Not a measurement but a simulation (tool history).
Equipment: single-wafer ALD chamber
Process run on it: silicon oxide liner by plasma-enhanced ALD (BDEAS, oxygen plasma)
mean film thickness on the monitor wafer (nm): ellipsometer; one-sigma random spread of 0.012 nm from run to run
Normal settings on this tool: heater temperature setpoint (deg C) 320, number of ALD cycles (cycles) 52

| run | hour | heater temperature setpoint (deg C) | number of ALD cycles (cycles) | read-back reference wafer on the same gauge, thickness_nm | mean film thickness on the monitor wafer (nm) |
|---|---|---|---|---|---|
| 1 | 0 | 320 | 55 | 5.414 | 5.082 |
|  | 5.9 | gauge calibrated |
| 2 | 16.2 | 320 | 52 | 5.36 | 4.723 |
| 3 | 33.1 | 320 | 44 | 5.355 | 4.012 |
| 4 | 39.1 | 320 | 44 | 5.358 | 4.03 |
| 5 | 46.7 | 320 | 44 | 5.359 | 4.023 |
| 6 | 60.4 | 320 | 52 | 5.365 | 4.735 |
| 7 | 67.3 | 320 | 52 | 5.362 | 4.762 |
| 8 | 76 | 320 | 52 | 5.355 | 4.753 |
| 9 | 86.9 | 327 | 52 | 5.362 | 4.718 |
| 10 | 95.4 | 320 | 52 | 5.363 | 4.764 |
| 11 | 109.7 | 320 | 52 | 5.365 | 4.772 |
| 12 | 125.9 | 320 | 48 | 5.369 | 4.396 |
| 13 | 134 | 320 | 48 | 5.363 | 4.395 |
| 14 | 142.5 | 310 | 52 | 5.369 | 4.84 |
| 15 | 154.9 | 310 | 52 | 5.369 | 4.851 |
| 16 | 169.6 | 328 | 52 | 5.382 | 4.703 |
|  | 178 | thermocouple changed; heater temperature recalibrated |
| 17 | 178.5 | 328 | 52 | 5.382 | 4.73 |
| 18 | 182.7 | 328 | 52 | 5.382 | 4.73 |
| 19 | 199.6 | 316 | 42 | 5.39 | 3.88 |
| 20 | 213.5 | 309 | 62 | 5.396 | 5.827 |
| 21 | 225.2 | 314 | 58 | 5.397 | 5.393 |
| 22 | 237.7 | 309 | 62 | 5.398 | 5.818 |
|  | 242 | gauge calibrated |
| 23 | 250.7 | 329 | 60 | 5.362 | 5.442 |
| 24 | 258.8 | 305 | 45 | 5.366 | 4.212 |
| 25 | 266.1 | 324 | 43 | 5.366 | 3.921 |
| 26 | 280.3 | 327 | 47 | 5.363 | 4.258 |
| 27 | 295.5 | 309 | 43 | 5.37 | 3.981 |
| 28 | 305 | 307 | 52 | 5.37 | 4.86 |
| 29 | 318.3 | 329 | 48 | 5.371 | 4.32 |
| 30 | 327.2 | 320 | 52 | 5.369 | 4.763 |
| 31 | 333.8 | 320 | 45 | 5.369 | 4.13 |
| 32 | 341.3 | 333 | 49 | 5.376 | 4.391 |
| 33 | 350.4 | 308 | 52 | 5.379 | 4.872 |
| 34 | 360.4 | 330 | 56 | 5.381 | 5.051 |
| 35 | 368 | 320 | 52 | 5.376 | 4.76 |
| 36 | 383.2 | 320 | 52 | 5.385 | 4.773 |
| 37 | 399.7 | 312 | 48 | 5.387 | 4.467 |

What if the next run were any one of these 3? Each begins from the tool's condition after run 37:
| A | 400.2 | 320 | 52 | ? | ? |
| B | 400.2 | 328 | 62 | ? | ? |
| C | 400.2 | 325 | 52 | ? | ? |

| run | read-back reference wafer on the same gauge, thickness_nm | mean film thickness on the monitor wafer (nm) |
|---|---|---|
| A | 5.382 | 4.767 |
| B | 5.382 | 5.613 |
| C | 5.382 | 4.73 |
Had the tool no hidden state, the same runs would have come out as:
| run | mean film thickness on the monitor wafer (nm) |
|---|---|
| A | 4.744 |
| B | 5.587 |
| C | 4.708 |

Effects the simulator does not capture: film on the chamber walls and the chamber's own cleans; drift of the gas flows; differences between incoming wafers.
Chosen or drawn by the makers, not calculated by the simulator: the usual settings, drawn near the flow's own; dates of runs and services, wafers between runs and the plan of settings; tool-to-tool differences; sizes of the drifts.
